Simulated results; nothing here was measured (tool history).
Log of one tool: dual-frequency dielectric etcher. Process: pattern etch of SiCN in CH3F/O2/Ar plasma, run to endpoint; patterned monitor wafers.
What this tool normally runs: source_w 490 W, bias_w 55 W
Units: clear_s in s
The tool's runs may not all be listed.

run,day,source_w,bias_w,"incoming incoming film thickness, nm",clear_s
1,0.000,490,55,8.80,24.2
2,0.654,490,55,8.79,24.0
3,1.062,490,55,8.84,24.2
4,1.796,490,55,8.70,24.0
5,2.100,560,55,8.87,22.9
6,4.279,560,55,8.76,22.6
# day 4.446: source power generator calibrated
# day 5.388: bias power generator calibrated
# day 5.600: wet clean of the chamber
# day 6.583: upper electrode replaced
7,6.604,560,55,8.87,23.7
8,6.621,580,60,8.83,22.7
9,6.633,520,68,8.73,22.8
10,6.646,410,68,8.86,25.3
11,6.704,490,55,8.80,25.1
12,7.262,430,62,8.81,25.3
13,8.004,490,55,8.80,25.0
14,8.617,490,55,8.86,24.7

What does the tool deliver on the next run?
15,8.867,540,47,8.79,?

Run 15 measured clear_s 24.7 s.
Take away the tool's hidden state, keep the run-to-run variation as it was, and the same run would have given clear_s 24.9 s.
